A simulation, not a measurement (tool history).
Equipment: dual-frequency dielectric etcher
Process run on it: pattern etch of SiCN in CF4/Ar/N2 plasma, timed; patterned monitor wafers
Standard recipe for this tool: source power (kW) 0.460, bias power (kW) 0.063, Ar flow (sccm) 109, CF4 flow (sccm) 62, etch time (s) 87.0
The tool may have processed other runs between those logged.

run,hour,source power (kW),bias power (kW),Ar flow (sccm),CF4 flow (sccm),etch time (s),wafers since the last listed run,hours since the last wet clean,hours since the last source power generator calibration,hours since the last bias power generator calibration,hours since the last Ar flow controller change,hours since the last CF4 flow controller change,hours since the last upper electrode change,hours since the gauge calibration,"read-back reference wafer on the same gauge, depth_nm",mean etch depth across the wafer (Å)
1,0.0,0.460,0.063,109,54,87.0,0,303.1,380.0,577.0,2554.7,1420.0,3428.7,646.4,73.2,685
# hour 136.4: Ar flow controller replaced
2,282.2,0.460,0.058,109,62,87.0,3351,585.3,662.2,859.2,145.8,1702.2,3710.9,928.6,73.2,676
3,352.5,0.340,0.078,109,56,87.0,852,655.6,732.5,929.5,216.1,1772.5,3781.2,998.9,73.2,580
# hour 383.2: CF4 flow controller replaced
4,410.5,0.460,0.048,109,71,112.0,630,713.6,790.5,987.5,274.1,27.3,3839.2,1056.9,73.2,830
# hour 489.9: wet clean of the chamber
5,509.8,0.460,0.063,109,52,87.0,913,19.9,889.8,1086.8,373.4,126.6,3938.5,1156.2,73.2,676
6,599.4,0.380,0.052,131,62,80.0,1087,109.5,979.4,1176.4,463.0,216.2,4028.1,1245.8,73.2,493
# hour 632.6: upper electrode replaced, of another model than before
7,660.7,0.460,0.047,82,62,75.5,452,170.8,1040.7,1237.7,524.3,277.5,28.1,1307.1,73.3,502
8,741.3,0.460,0.079,132,62,96.5,977,251.4,1121.3,1318.3,604.9,358.1,108.7,1387.7,73.2,859
9,827.6,0.460,0.068,109,62,61.5,1047,337.7,1207.6,1404.6,691.2,444.4,195.0,1474.0,73.2,509
10,883.8,0.490,0.063,136,49,78.0,681,393.9,1263.8,1460.8,747.4,500.6,251.2,1530.2,73.2,612
11,925.9,0.460,0.063,109,62,87.0,510,436.0,1305.9,1502.9,789.5,542.7,293.3,1572.3,73.2,683
12,1027.2,0.490,0.063,109,49,87.0,1229,537.3,1407.2,1604.2,890.8,644.0,394.6,1673.6,73.1,703
# hour 1045.2: bias power generator calibrated
13,1088.8,0.530,0.063,109,62,87.0,698,598.9,1468.8,43.6,952.4,705.6,456.2,1735.2,73.2,820
# hour 1124.3: wet clean of the chamber
14,1164.3,0.460,0.078,109,62,87.0,624,40.0,1544.3,119.1,1027.9,781.1,531.7,1810.7,73.2,806
# hour 1204.5: gauge calibrated
15,1247.3,0.460,0.063,109,62,87.0,1007,123.0,1627.3,202.1,1110.9,864.1,614.7,42.8,73.2,699
16,1353.7,0.460,0.063,109,66,62.0,1290,229.4,1733.7,308.5,1217.3,970.5,721.1,149.2,73.2,505
17,1406.3,0.400,0.063,128,62,87.0,638,282.0,1786.3,361.1,1269.9,1023.1,773.7,201.8,73.2,585
18,1483.1,0.560,0.063,109,53,102.0,931,358.8,1863.1,437.9,1346.7,1099.9,850.5,278.6,73.2,982
19,1554.0,0.460,0.063,109,62,87.0,860,429.7,1934.0,508.8,1417.6,1170.8,921.4,349.5,73.2,695
20,1602.5,0.460,0.063,109,62,87.0,588,478.2,1982.5,557.3,1466.1,1219.3,969.9,398.0,73.2,693

Forecast each of these 5 alternatives for the next run:
A,1602.9,0.460,0.063,109,62,87.0,4,478.6,1982.9,557.7,1466.5,1219.7,970.3,398.4,?,?
B,1602.9,0.460,0.063,109,62,112.5,4,478.6,1982.9,557.7,1466.5,1219.7,970.3,398.4,?,?
C,1602.9,0.530,0.063,109,62,102.5,4,478.6,1982.9,557.7,1466.5,1219.7,970.3,398.4,?,?
D,1602.9,0.460,0.048,128,62,110.0,4,478.6,1982.9,557.7,1466.5,1219.7,970.3,398.4,?,?
E,1602.9,0.460,0.063,109,77,105.5,4,478.6,1982.9,557.7,1466.5,1219.7,970.3,398.4,?,?

run,"read-back reference wafer on the same gauge, depth_nm",mean etch depth across the wafer (Å)
A,73.2,694
B,73.2,898
C,73.2,955
D,73.2,702
E,73.2,872
Without the tool's hidden state the same runs would have given:
run,mean etch depth across the wafer (Å)
A,704
B,911
C,969
D,711
E,884
